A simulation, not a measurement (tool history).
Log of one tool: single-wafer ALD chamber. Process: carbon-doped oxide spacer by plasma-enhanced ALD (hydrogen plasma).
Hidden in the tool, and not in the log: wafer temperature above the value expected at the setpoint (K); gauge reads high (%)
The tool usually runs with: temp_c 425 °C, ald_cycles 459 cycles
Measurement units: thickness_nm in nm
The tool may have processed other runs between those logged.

run    hour  temp_c  ald_cycles  wafers since the last listed run  hours since the last thermocouple change  hours since the gauge calibration  read-back reference wafer on the same gauge, thickness_nm  thickness_nm
  1     0.0     416         405                                 0                                    1228.8                              566.3                                                     17.703        17.700
       74.2  -- thermocouple changed; heater temperature recalibrated
  2   107.5     416         405                               103                                      33.3                              673.8                                                     17.670        18.041
  3   169.7     425         459                                64                                      95.5                              736.0                                                     17.689        19.795
  4   218.1     425         459                                50                                     143.9                              784.4                                                     17.702        19.775
  5   306.4     425         459                                91                                     232.2                              872.7                                                     17.711        19.739
  6   409.1     425         459                               106                                     334.9                              975.4                                                     17.723        19.592
  7   547.4     425         459                               143                                     473.2                             1113.7                                                     17.722        19.419
  8   587.5     425         459                                41                                     513.3                             1153.8                                                     17.674        19.428
      605.4  -- gauge calibrated
  9   638.7     425         413                                53                                     564.5                               33.3                                                     17.720        17.551
 10   705.3     425         413                                69                                     631.1                               99.9                                                     17.693        17.468
 11   747.0     425         413                                43                                     672.8                              141.6                                                     17.693        17.538
 12   807.2     418         496                                62                                     733.0                              201.8                                                     17.708        21.792
 13   862.0     414         405                                57                                     787.8                              256.6                                                     17.691        17.908
 14   933.9     420         401                                74                                     859.7                              328.5                                                     17.716        17.261
 15   992.7     439         396                                61                                     918.5                              387.3                                                     17.667        15.916
     1186.7  -- thermocouple changed; heater temperature recalibrated
 16  1291.0     439         459                               302                                     104.3                              685.6                                                     17.691        18.888
 17  1340.0     425         379                                51                                     153.3                              734.6                                                     17.693        16.432
 18  1400.0     425         459                                62                                     213.3                              794.6                                                     17.716        19.892
 19  1482.4     425         430                                85                                     295.7                              877.0                                                     17.673        18.499
 20  1776.1     425         459                               305                                     589.4                             1170.7                                                     17.704        19.670
     1804.0  -- gauge calibrated
 21  1830.7     416         405                                56                                     644.0                               26.7                                                     17.728        17.899
 22  1913.5     425         507                                86                                     726.8                              109.5                                                     17.704        21.642
 23  1988.9     436         391                                78                                     802.2                              184.9                                                     17.717        15.993

Each row is a separate what-if for the run after 23, all from the same tool condition, not one after another. Results?
  A  1990.0     425         459                                 1                                     803.3                              186.0                                                          ?             ?
  B  1990.0     430         369                                 1                                     803.3                              186.0                                                          ?             ?
  C  1990.0     438         432                                 1                                     803.3                              186.0                                                          ?             ?

run  read-back reference wafer on the same gauge, thickness_nm  thickness_nm
  A                                                     17.699        19.614
  B                                                     17.699        15.471
  C                                                     17.699        17.556
What these runs would have given with no unlogged condition in the tool:
run  thickness_nm
  A        19.989
  B        15.773
  C        17.909
